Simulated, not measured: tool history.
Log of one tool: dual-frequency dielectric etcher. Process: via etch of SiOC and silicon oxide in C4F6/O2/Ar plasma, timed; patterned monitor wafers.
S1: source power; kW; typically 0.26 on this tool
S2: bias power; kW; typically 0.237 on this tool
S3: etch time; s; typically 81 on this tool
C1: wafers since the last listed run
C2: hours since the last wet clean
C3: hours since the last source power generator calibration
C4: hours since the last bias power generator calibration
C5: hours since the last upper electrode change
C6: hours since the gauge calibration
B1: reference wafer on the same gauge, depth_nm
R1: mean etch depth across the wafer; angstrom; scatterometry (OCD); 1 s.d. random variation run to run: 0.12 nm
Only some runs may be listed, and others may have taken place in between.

run,day,S1,S2,S3,C1,C2,C3,C4,C5,C6,B1,R1
1,0,0.26,0.237,81,0,349,4018.5,3569.4,3699.3,292.8,74.5,755
2,0.471,0.26,0.237,81,146,360.3,4029.8,3580.7,3710.6,304.1,74.5,755
3,0.771,0.26,0.237,81,93,367.5,4037,3587.9,3717.8,311.3,74.5,753
4,1.062,0.26,0.237,81,90,374.5,4044,3594.9,3724.8,318.3,74.6,752
5,1.425,0.26,0.237,81,112,383.2,4052.7,3603.6,3733.5,327,74.5,753
6,2.012,0.26,0.237,81,182,397.3,4066.8,3617.7,3747.6,341.1,74.5,753
7,2.421,0.26,0.237,96.5,126,407.1,4076.6,3627.5,3757.4,350.9,74.5,895
8,3.825,0.26,0.237,96.5,435,440.8,4110.3,3661.2,3791.1,384.6,74.5,897
9,4.433,0.26,0.237,96.5,188,455.4,4124.9,3675.8,3805.7,399.2,74.5,895
# day 4.638: gauge calibrated
10,4.888,0.26,0.237,81,140,466.3,4135.8,3686.7,3816.6,6,74.5,750
11,5.596,0.26,0.237,81,219,483.3,4152.8,3703.7,3833.6,23,74.5,749
12,5.888,0.26,0.237,81,90,490.3,4159.8,3710.7,3840.6,30,74.5,750
13,6.633,0.29,0.237,90,231,508.2,4177.7,3728.6,3858.5,47.9,74.5,854
14,6.967,0.26,0.237,81,103,516.2,4185.7,3736.6,3866.5,55.9,74.5,748
# day 7.512: source power generator calibrated
# day 8.121: wet clean of the chamber
15,8.142,0.2,0.237,95.5,124,0.5,15.1,3764.8,3894.7,84.1,74.5,855
16,8.154,0.26,0.237,67.5,3,0.8,15.4,3765.1,3895,84.4,74.5,638
17,8.171,0.26,0.287,58,5,1.2,15.8,3765.5,3895.4,84.8,74.5,572
18,8.729,0.21,0.237,71.5,173,14.6,29.2,3778.9,3908.8,98.2,74.5,646
# day 9.742: upper electrode replaced
19,9.762,0.26,0.253,72,10,39.4,54,3803.7,0.5,123,74.5,692
# day 10.092: bias power generator calibrated
20,10.112,0.21,0.283,74.5,56,47.8,62.4,0.5,8.9,131.4,74.5,700
21,10.258,0.24,0.237,95,45,51.3,65.9,4,12.4,134.9,74.5,882
22,10.642,0.26,0.188,69.5,118,60.5,75.1,13.2,21.6,144.1,74.5,626
23,11.025,0.26,0.217,92.5,118,69.7,84.3,22.4,30.8,153.3,74.5,858
24,11.496,0.28,0.258,99.5,146,81,95.6,33.7,42.1,164.6,74.4,971
25,11.996,0.2,0.197,81,155,93,107.6,45.7,54.1,176.6,74.5,695
26,12.442,0.24,0.29,88,138,103.7,118.3,56.4,64.8,187.3,74.6,851
27,12.712,0.26,0.237,81,84,110.2,124.8,62.9,71.3,193.8,74.5,765
28,13.046,0.26,0.217,92.5,103,118.2,132.8,70.9,79.3,201.8,74.5,856
29,13.433,0.28,0.237,81,120,127.5,142.1,80.2,88.6,211.1,74.5,776

The same runs without the tool's hidden state, with the same run-to-run variation:
The hidden state here: etch rate over this chamber's usual, %; source power that arrives over what is set, %; bias power that arrives over what is set, %; gauge reads high (%).
run,R1
1,767
2,768
3,766
4,765
5,766
6,766
7,912
8,915
9,914
10,767
11,766
12,768
13,875
14,766
15,855
16,639
17,572
18,647
19,693
20,701
21,884
22,628
23,861
24,975
25,699
26,855
27,770
28,861
29,780
